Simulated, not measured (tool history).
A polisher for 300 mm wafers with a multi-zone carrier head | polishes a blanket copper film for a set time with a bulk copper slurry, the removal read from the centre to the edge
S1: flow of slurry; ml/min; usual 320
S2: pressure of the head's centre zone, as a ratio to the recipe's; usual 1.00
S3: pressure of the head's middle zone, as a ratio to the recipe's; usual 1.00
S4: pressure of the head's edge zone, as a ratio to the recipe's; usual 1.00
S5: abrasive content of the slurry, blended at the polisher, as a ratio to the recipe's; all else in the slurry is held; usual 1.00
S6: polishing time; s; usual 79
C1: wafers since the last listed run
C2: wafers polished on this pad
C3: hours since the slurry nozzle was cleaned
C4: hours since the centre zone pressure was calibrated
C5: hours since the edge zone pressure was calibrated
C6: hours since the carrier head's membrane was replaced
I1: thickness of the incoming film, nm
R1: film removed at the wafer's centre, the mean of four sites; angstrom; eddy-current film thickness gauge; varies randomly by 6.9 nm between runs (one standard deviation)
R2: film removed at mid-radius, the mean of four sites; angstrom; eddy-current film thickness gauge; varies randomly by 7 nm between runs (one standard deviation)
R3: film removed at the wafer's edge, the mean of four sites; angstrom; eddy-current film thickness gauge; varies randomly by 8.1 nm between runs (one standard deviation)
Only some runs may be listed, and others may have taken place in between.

run    hour   S1    S2    S3    S4    S5   S6   C1    C2     C3     C4      C5      C6      I1    R1    R2    R3
  1     0.0  320  1.00  1.00  1.00  1.00   79    0  3579  274.2  609.6   972.2   800.6  4722.0  5479  5867  5801
  2    49.2  320  1.00  1.00  1.11  1.00   94  356  3936  323.4  658.8  1021.4   849.8  4587.2  6483  6949  7084
      146.9  -- worn pad replaced by a new one
  3   148.6  320  1.00  1.00  1.00  1.00   79  690    12  422.8  758.2  1120.8   949.2  4704.1  5775  6564  6412
      164.4  -- centre zone pressure recalibrated
  4   204.0  320  1.00  1.05  1.00  1.00   79  386   399  478.2   39.6  1176.2  1004.6  4627.7  6448  6781  6485
      234.1  -- edge zone pressure recalibrated
  5   242.1  255  0.92  0.89  1.00  1.00  103  261   660  516.3   77.7     8.0  1042.7  4732.7  7588  7477  8320
  6   317.1  255  1.12  1.00  0.88  1.00   57  543  1203  591.3  152.7    83.0  1117.7  4657.1  5011  4410  4219
  7   372.4  320  1.11  0.92  1.00  1.00   79  400  1604  646.6  208.0   138.3  1173.0  4650.5  6780  5716  6216
      416.3  -- slurry nozzle cleaned
  8   449.5  320  1.10  1.10  1.00  1.00   79  551  2155   33.2  285.1   215.4  1250.1  4672.2  6618  6524  6191
  9   506.4  320  1.11  1.05  1.00  1.15   79  412  2567   90.1  342.0   272.3  1307.0  4647.8  6646  6554  6201
 10   598.6  320  1.00  1.00  1.00  0.90   96  667  3234  182.3  434.2   364.5  1399.2  4687.2  6767  6983  7010
 11   699.6  320  1.00  1.00  1.00  1.00   79  731  3966  283.3  535.2   465.5  1500.2  4600.1  5478  5853  5831
 12   798.8  320  1.00  1.00  1.00  1.10   79  718  4684  382.5  634.4   564.7  1599.4  4685.5  5412  5860  5879
      836.9  -- worn pad replaced by a new one
 13   900.1  260  0.96  1.00  1.00  0.75   79  704   457  483.8  735.7   666.0  1700.7  4628.9  5261  5873  5823
 14   936.8  320  1.00  1.00  1.00  1.00   79  265   723  520.5  772.4   702.7  1737.4  4585.0  5952  6378  6469
 15   991.3  320  1.07  1.07  1.10  1.00   79  394  1118  575.0  826.9   757.2  1791.9  4580.1  6299  6624  6607
      999.1  -- centre zone pressure recalibrated
     1091.1  -- carrier head's membrane replaced by a new one
 16  1094.3  320  1.04  1.00  1.00  0.80   89  695  1813  678.0   95.2   860.2     3.2  4574.5  6648  6511  6490
 17  1146.7  320  0.94  1.00  1.00  1.00   79  379  2193  730.4  147.6   912.6    55.6  4687.5  5546  6096  6135
     1162.1  -- slurry nozzle cleaned
 18  1251.4  320  1.00  1.00  1.00  1.00   79  750  2944   89.3  252.3  1017.3   160.3  4673.4  5710  6110  5986
     1329.1  -- edge zone pressure recalibrated
 19  1345.4  320  1.00  1.00  1.00  1.00   79  666  3610  183.3  346.3    16.3   254.3  4621.1  5531  5819  5893
 20  1394.3  320  1.00  0.95  1.00  0.75   66  354  3964  232.2  395.2    65.2   303.2  4667.2  4156  4352  4527
 21  1482.0  320  1.00  1.00  1.00  1.00   79  635  4599  319.9  482.9   152.9   390.9  4632.6  5261  5722  5690

Consider 4 possible next runs. They are alternatives, not a sequence: every one starts from the tool as it was left by run 21. What does each give?
  A  1482.4  320  1.00  1.00  1.00  0.90  79   2  4602  320.3  483.3  153.3  391.3  4675.6   ?   ?   ?
  B  1482.4  250  1.05  1.00  0.89  0.85  79   2  4602  320.3  483.3  153.3  391.3  4675.6   ?   ?   ?
  C  1482.4  320  1.06  1.09  1.00  1.30  79   2  4602  320.3  483.3  153.3  391.3  4675.6   ?   ?   ?
  D  1482.4  320  1.10  1.00  1.00  1.15  79   2  4602  320.3  483.3  153.3  391.3  4675.6   ?   ?   ?

run    R1    R2    R3
  A  5182  5582  5528
  B  5285  5426  5158
  C  6030  6582  6053
  D  6068  5932  5878
Stripped of hidden state, with their random variation kept, the same runs would have yielded:
run    R1    R2    R3
  A  6316  6341  6282
  B  6441  6163  5862
  C  7347  7477  6878
  D  7392  6738  6679

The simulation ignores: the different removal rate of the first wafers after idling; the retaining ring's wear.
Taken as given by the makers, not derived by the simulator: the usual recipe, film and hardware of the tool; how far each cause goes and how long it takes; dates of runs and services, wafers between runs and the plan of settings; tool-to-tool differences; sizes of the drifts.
